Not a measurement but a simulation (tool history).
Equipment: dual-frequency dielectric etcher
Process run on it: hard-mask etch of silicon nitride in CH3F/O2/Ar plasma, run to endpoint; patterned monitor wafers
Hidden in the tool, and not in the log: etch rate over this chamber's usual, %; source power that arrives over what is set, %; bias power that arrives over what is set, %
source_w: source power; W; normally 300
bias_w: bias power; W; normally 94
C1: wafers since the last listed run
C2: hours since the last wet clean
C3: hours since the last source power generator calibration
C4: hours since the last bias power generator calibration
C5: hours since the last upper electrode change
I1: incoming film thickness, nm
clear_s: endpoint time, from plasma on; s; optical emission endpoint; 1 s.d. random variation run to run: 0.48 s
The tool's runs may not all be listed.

{"run": 1, "day": 0.0, "source_w": 300, "bias_w": 94, "C1": 0, "C2": 572.1, "C3": 936.3, "C4": 2178.5, "C5": 1398, "I1": 39.81, "clear_s": 55}
{"day": 0.125, "done": "wet clean of the chamber"}
{"run": 2, "day": 3.508, "source_w": 300, "bias_w": 94, "C1": 723, "C2": 81.2, "C3": 1020.5, "C4": 2262.7, "C5": 1482.2, "I1": 39.7, "clear_s": 54.8}
{"run": 3, "day": 7.75, "source_w": 240, "bias_w": 94, "C1": 906, "C2": 183, "C3": 1122.3, "C4": 2364.5, "C5": 1584, "I1": 39.83, "clear_s": 60.6}
{"run": 4, "day": 11.208, "source_w": 300, "bias_w": 89, "C1": 739, "C2": 266, "C3": 1205.3, "C4": 2447.5, "C5": 1667, "I1": 39.75, "clear_s": 55.1}
{"run": 5, "day": 14.946, "source_w": 300, "bias_w": 89, "C1": 798, "C2": 355.7, "C3": 1295, "C4": 2537.2, "C5": 1756.7, "I1": 40.02, "clear_s": 56.8}
{"run": 6, "day": 18.188, "source_w": 270, "bias_w": 84, "C1": 692, "C2": 433.5, "C3": 1372.8, "C4": 2615, "C5": 1834.5, "I1": 39.85, "clear_s": 60.7}
{"run": 7, "day": 19.9, "source_w": 270, "bias_w": 84, "C1": 366, "C2": 474.6, "C3": 1413.9, "C4": 2656.1, "C5": 1875.6, "I1": 39.7, "clear_s": 59.7}
{"run": 8, "day": 24.279, "source_w": 300, "bias_w": 94, "C1": 936, "C2": 579.7, "C3": 1519, "C4": 2761.2, "C5": 1980.7, "I1": 39.67, "clear_s": 54}
{"run": 9, "day": 25.908, "source_w": 300, "bias_w": 94, "C1": 348, "C2": 618.8, "C3": 1558.1, "C4": 2800.3, "C5": 2019.8, "I1": 39.98, "clear_s": 55.6}
{"run": 10, "day": 27.425, "source_w": 300, "bias_w": 94, "C1": 324, "C2": 655.2, "C3": 1594.5, "C4": 2836.7, "C5": 2056.2, "I1": 40.07, "clear_s": 54.7}
{"day": 28.6, "done": "wet clean of the chamber"}
{"run": 11, "day": 30.967, "source_w": 300, "bias_w": 94, "C1": 543, "C2": 56.8, "C3": 1679.5, "C4": 2921.7, "C5": 2141.2, "I1": 39.92, "clear_s": 55.4}
{"run": 12, "day": 33.467, "source_w": 300, "bias_w": 94, "C1": 534, "C2": 116.8, "C3": 1739.5, "C4": 2981.7, "C5": 2201.2, "I1": 39.7, "clear_s": 54.8}
{"run": 13, "day": 36.171, "source_w": 280, "bias_w": 94, "C1": 578, "C2": 181.7, "C3": 1804.4, "C4": 3046.6, "C5": 2266.1, "I1": 39.67, "clear_s": 56.5}
{"day": 40.288, "done": "upper electrode replaced"}
{"run": 14, "day": 40.333, "source_w": 300, "bias_w": 94, "C1": 676, "C2": 281.6, "C3": 1904.3, "C4": 3146.5, "C5": 1.1, "I1": 39.62, "clear_s": 54.9}
{"run": 15, "day": 44.554, "source_w": 300, "bias_w": 94, "C1": 902, "C2": 382.9, "C3": 2005.6, "C4": 3247.8, "C5": 102.4, "I1": 39.43, "clear_s": 55.2}
{"run": 16, "day": 47.654, "source_w": 270, "bias_w": 104, "C1": 662, "C2": 457.3, "C3": 2080, "C4": 3322.2, "C5": 176.8, "I1": 39.98, "clear_s": 56.7}
{"day": 51.008, "done": "bias power generator calibrated"}
{"day": 52.35, "done": "wet clean of the chamber"}
{"run": 17, "day": 52.371, "source_w": 270, "bias_w": 104, "C1": 758, "C2": 0.5, "C3": 2193.2, "C4": 32.7, "C5": 290, "I1": 39.86, "clear_s": 55.5}
{"day": 53.162, "done": "source power generator calibrated"}
{"run": 18, "day": 53.183, "source_w": 240, "bias_w": 102, "C1": 138, "C2": 20, "C3": 0.5, "C4": 52.2, "C5": 309.5, "I1": 39.85, "clear_s": 59}
{"run": 19, "day": 57.417, "source_w": 300, "bias_w": 94, "C1": 904, "C2": 121.6, "C3": 102.1, "C4": 153.8, "C5": 411.1, "I1": 39.68, "clear_s": 55.1}
{"run": 20, "day": 59.329, "source_w": 270, "bias_w": 112, "C1": 408, "C2": 167.5, "C3": 148, "C4": 199.7, "C5": 457, "I1": 39.94, "clear_s": 54.4}
{"run": 21, "day": 62.417, "source_w": 360, "bias_w": 81, "C1": 660, "C2": 241.6, "C3": 222.1, "C4": 273.8, "C5": 531.1, "I1": 39.92, "clear_s": 53.3}
{"run": 22, "day": 65.329, "source_w": 270, "bias_w": 104, "C1": 622, "C2": 311.5, "C3": 292, "C4": 343.7, "C5": 601, "I1": 39.78, "clear_s": 55.7}
{"run": 23, "day": 67.788, "source_w": 250, "bias_w": 105, "C1": 525, "C2": 370.5, "C3": 351, "C4": 402.7, "C5": 660, "I1": 39.75, "clear_s": 58}
{"run": 24, "day": 70.379, "source_w": 350, "bias_w": 115, "C1": 554, "C2": 432.7, "C3": 413.2, "C4": 464.9, "C5": 722.2, "I1": 39.5, "clear_s": 46.9}
{"run": 25, "day": 74.85, "source_w": 360, "bias_w": 80, "C1": 955, "C2": 540, "C3": 520.5, "C4": 572.2, "C5": 829.5, "I1": 39.88, "clear_s": 54.4}
{"run": 26, "day": 76.617, "source_w": 380, "bias_w": 114, "C1": 377, "C2": 582.4, "C3": 562.9, "C4": 614.6, "C5": 871.9, "I1": 39.93, "clear_s": 45.5}
{"day": 79.517, "done": "wet clean of the chamber"}
{"run": 27, "day": 79.771, "source_w": 370, "bias_w": 105, "C1": 460, "C2": 6.1, "C3": 638.6, "C4": 690.3, "C5": 947.6, "I1": 39.7, "clear_s": 47.5}
{"run": 28, "day": 81.758, "source_w": 370, "bias_w": 94, "C1": 424, "C2": 53.8, "C3": 686.3, "C4": 738, "C5": 995.3, "I1": 39.54, "clear_s": 50.2}
{"run": 29, "day": 83.667, "source_w": 220, "bias_w": 87, "C1": 407, "C2": 99.6, "C3": 732.1, "C4": 783.8, "C5": 1041.1, "I1": 40.13, "clear_s": 66.5}
{"run": 30, "day": 87.504, "source_w": 260, "bias_w": 114, "C1": 820, "C2": 191.7, "C3": 824.2, "C4": 875.9, "C5": 1133.2, "I1": 39.32, "clear_s": 54.6}

How the hidden state differs across the entries between the runs, from the last listed run before each to the first after it:
Run 1 -> run 2: wet clean of the chamber (day 0.125)
  no difference in the tool's unlogged condition between these two runs
Run 10 -> run 11: wet clean of the chamber (day 28.6)
  no difference in the tool's unlogged condition between these two runs
Run 13 -> run 14: upper electrode replaced (day 40.288)
  no difference in the tool's unlogged condition between these two runs
Run 16 -> run 17: bias power generator calibrated (day 51.008); wet clean of the chamber (day 52.35)
  no difference in the tool's unlogged condition between these two runs
Run 17 -> run 18: source power generator calibrated (day 53.162)
  no difference in the tool's unlogged condition between these two runs
Run 26 -> run 27: wet clean of the chamber (day 79.517)
  no difference in the tool's unlogged condition between these two runs
